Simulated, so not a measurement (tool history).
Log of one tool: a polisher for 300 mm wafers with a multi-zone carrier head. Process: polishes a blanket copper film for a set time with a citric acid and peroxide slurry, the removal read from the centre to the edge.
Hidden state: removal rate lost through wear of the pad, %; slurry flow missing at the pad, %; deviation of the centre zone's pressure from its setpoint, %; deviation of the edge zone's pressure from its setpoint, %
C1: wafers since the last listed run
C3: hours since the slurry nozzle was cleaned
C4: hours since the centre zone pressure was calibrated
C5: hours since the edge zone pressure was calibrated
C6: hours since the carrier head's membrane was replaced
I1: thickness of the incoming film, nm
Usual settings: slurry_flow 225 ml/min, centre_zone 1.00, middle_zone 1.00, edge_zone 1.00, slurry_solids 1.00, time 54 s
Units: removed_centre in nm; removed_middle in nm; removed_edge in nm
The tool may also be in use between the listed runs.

Run 1, hour 0.0: usual settings; C1 0; wafers polished on this pad 956; C3 349.9; C4 42.7; C5 916.6; C6 1866.2; I1 1049.9. Result: removed_centre 88.2 nm, removed_middle 85.5 nm, removed_edge 84.8 nm.
Run 2, hour 17.7: usual settings; C1 256; wafers polished on this pad 1213; C3 367.6; C4 60.4; C5 934.3; C6 1883.9; I1 1076.7. Result: removed_centre 85.5 nm, removed_middle 85.2 nm, removed_edge 85.2 nm.
At hour 33.5: worn pad replaced by a new one.
Run 3, hour 34.7: usual settings; C1 188; wafers polished on this pad 16; C3 384.6; C4 77.4; C5 951.3; C6 1900.9; I1 1060.8. Result: removed_centre 95.4 nm, removed_middle 93.9 nm, removed_edge 93.5 nm.
Run 4, hour 41.5: usual settings but edge_zone 1.12, time 60 s; C1 98; wafers polished on this pad 115; C3 391.4; C4 84.2; C5 958.1; C6 1907.7; I1 1069.8. Result: removed_centre 104.5 nm, removed_middle 101.7 nm, removed_edge 107.9 nm.
Run 5, hour 48.9: usual settings but slurry_flow 265 ml/min; C1 107; wafers polished on this pad 222; C3 398.8; C4 91.6; C5 965.5; C6 1915.1; I1 1051.9. Result: removed_centre 93.2 nm, removed_middle 92.9 nm, removed_edge 92.3 nm.
At hour 63.5: slurry nozzle cleaned.
Run 6, hour 64.0: usual settings but centre_zone 0.92, slurry_solids 0.75, time 48 s; C1 204; wafers polished on this pad 427; C3 0.5; C4 106.7; C5 980.6; C6 1930.2; I1 1059.2. Result: removed_centre 68.6 nm, removed_middle 72.7 nm, removed_edge 71.7 nm.
Run 7, hour 79.6: usual settings but slurry_flow 165 ml/min, centre_zone 1.09, time 66 s; C1 226; wafers polished on this pad 653; C3 16.1; C4 122.3; C5 996.2; C6 1945.8; I1 1076.3. Result: removed_centre 102.4 nm, removed_middle 95.6 nm, removed_edge 94.6 nm.
Run 8, hour 95.0: usual settings; C1 223; wafers polished on this pad 877; C3 31.5; C4 137.7; C5 1011.6; C6 1961.2; I1 1060.3. Result: removed_centre 85.3 nm, removed_middle 84.8 nm, removed_edge 84.1 nm.
Run 9, hour 102.3: usual settings; C1 105; wafers polished on this pad 983; C3 38.8; C4 145.0; C5 1018.9; C6 1968.5; I1 1080.9. Result: removed_centre 84.9 nm, removed_middle 84.8 nm, removed_edge 82.9 nm.
Run 10, hour 114.8: usual settings but slurry_flow 180 ml/min, edge_zone 1.08; C1 181; wafers polished on this pad 1164; C3 51.3; C4 157.5; C5 1031.4; C6 1981.0; I1 1046.2. Result: removed_centre 79.7 nm, removed_middle 78.8 nm, removed_edge 81.1 nm.
At hour 124.4: edge zone pressure recalibrated.
Run 11, hour 126.5: usual settings but edge_zone 1.12, slurry_solids 1.25, time 63 s; C1 140; wafers polished on this pad 1305; C3 63.0; C4 169.2; C5 2.1; C6 1992.7; I1 1088.9. Result: removed_centre 103.3 nm, removed_middle 103.0 nm, removed_edge 107.8 nm.
Run 12, hour 143.9: usual settings but centre_zone 0.89, edge_zone 1.07, slurry_solids 1.15, time 49 s; C1 252; wafers polished on this pad 1557; C3 80.4; C4 186.6; C5 19.5; C6 2010.1; I1 1065.6. Result: removed_centre 69.3 nm, removed_middle 77.3 nm, removed_edge 79.3 nm.
At hour 148.0: worn pad replaced by a new one.
Run 13, hour 157.4: usual settings but slurry_flow 250 ml/min; C1 137; wafers polished on this pad 136; C3 93.9; C4 200.1; C5 33.0; C6 2023.6; I1 1067.6. Result: removed_centre 95.1 nm, removed_middle 93.9 nm, removed_edge 91.9 nm.
At hour 171.1: carrier head's membrane replaced by a new one.
Run 14, hour 171.6: usual settings but slurry_solids 0.90, time 65 s; C1 133; wafers polished on this pad 269; C3 108.1; C4 214.3; C5 47.2; C6 0.5; I1 1050.0. Result: removed_centre 107.3 nm, removed_middle 106.9 nm, removed_edge 104.1 nm.
Run 15, hour 183.9: usual settings but middle_zone 1.07; C1 178; wafers polished on this pad 447; C3 120.4; C4 226.6; C5 59.5; C6 12.8; I1 1066.2. Result: removed_centre 89.3 nm, removed_middle 91.6 nm, removed_edge 86.9 nm.
Run 16, hour 193.9: usual settings; C1 145; wafers polished on this pad 592; C3 130.4; C4 236.6; C5 69.5; C6 22.8; I1 1068.3. Result: removed_centre 86.6 nm, removed_middle 86.3 nm, removed_edge 86.1 nm.
Run 17, hour 240.4: usual settings but slurry_flow 180 ml/min, time 48 s; C1 674; wafers polished on this pad 1267; C3 176.9; C4 283.1; C5 116.0; C6 69.3; I1 1066.8. Result: removed_centre 69.8 nm, removed_middle 72.5 nm, removed_edge 71.1 nm.
At hour 258.5: worn pad replaced by a new one.
Run 18, hour 259.0: usual settings but time 38 s; C1 211; wafers polished on this pad 7; C3 195.5; C4 301.7; C5 134.6; C6 87.9; I1 1077.6. Result: removed_centre 66.4 nm, removed_middle 67.5 nm, removed_edge 65.5 nm.
Run 19, hour 265.4: usual settings but middle_zone 0.96, edge_zone 1.11; C1 92; wafers polished on this pad 100; C3 201.9; C4 308.1; C5 141.0; C6 94.3; I1 1075.5. Result: removed_centre 93.5 nm, removed_middle 89.9 nm, removed_edge 95.5 nm.
Run 20, hour 271.9: usual settings but slurry_flow 245 ml/min, centre_zone 0.93, slurry_solids 0.90; C1 94; wafers polished on this pad 194; C3 208.4; C4 314.6; C5 147.5; C6 100.8; I1 1069.0. Result: removed_centre 84.9 nm, removed_middle 89.2 nm, removed_edge 87.8 nm.
Run 21, hour 287.8: usual settings; C1 230; wafers polished on this pad 425; C3 224.3; C4 330.5; C5 163.4; C6 116.7; I1 1064.8. Result: removed_centre 87.6 nm, removed_middle 88.9 nm, removed_edge 89.0 nm.
Run 22, hour 300.7: usual settings but time 60 s; C1 187; wafers polished on this pad 612; C3 237.2; C4 343.4; C5 176.3; C6 129.6; I1 1076.5. Result: removed_centre 96.2 nm, removed_middle 96.2 nm, removed_edge 94.7 nm.
Run 23, hour 318.1: usual settings but slurry_flow 190 ml/min, edge_zone 1.06; C1 252; wafers polished on this pad 864; C3 254.6; C4 360.8; C5 193.7; C6 147.0; I1 1056.4. Result: removed_centre 82.7 nm, removed_middle 81.2 nm, removed_edge 83.6 nm.

3 ways to go on from here, each from the tool as it stands after run 23. What would each give?
Run A, hour 318.5: usual settings but centre_zone 0.91; C1 5; wafers polished on this pad 870; C3 255.0; C4 361.2; C5 194.1; C6 147.4; I1 1088.5. Result: removed_centre ?, removed_middle ?, removed_edge ?.
Run B, hour 318.5: usual settings but middle_zone 0.94; C1 5; wafers polished on this pad 870; C3 255.0; C4 361.2; C5 194.1; C6 147.4; I1 1088.5. Result: removed_centre ?, removed_middle ?, removed_edge ?.
Run C, hour 318.5: usual settings but edge_zone 0.91, time 68 s; C1 5; wafers polished on this pad 870; C3 255.0; C4 361.2; C5 194.1; C6 147.4; I1 1088.5. Result: removed_centre ?, removed_middle ?, removed_edge ?.

run  removed_centre  removed_middle  removed_edge
  A            77.9            85.7          84.3
  B            85.6            82.6          84.4
  C           107.9           107.8         101.6
Without the tool's hidden state the same runs would have given:
run  removed_centre  removed_middle  removed_edge
  A            87.9            96.7          95.2
  B            96.6            93.2          95.2
  C           121.7           121.7         114.6

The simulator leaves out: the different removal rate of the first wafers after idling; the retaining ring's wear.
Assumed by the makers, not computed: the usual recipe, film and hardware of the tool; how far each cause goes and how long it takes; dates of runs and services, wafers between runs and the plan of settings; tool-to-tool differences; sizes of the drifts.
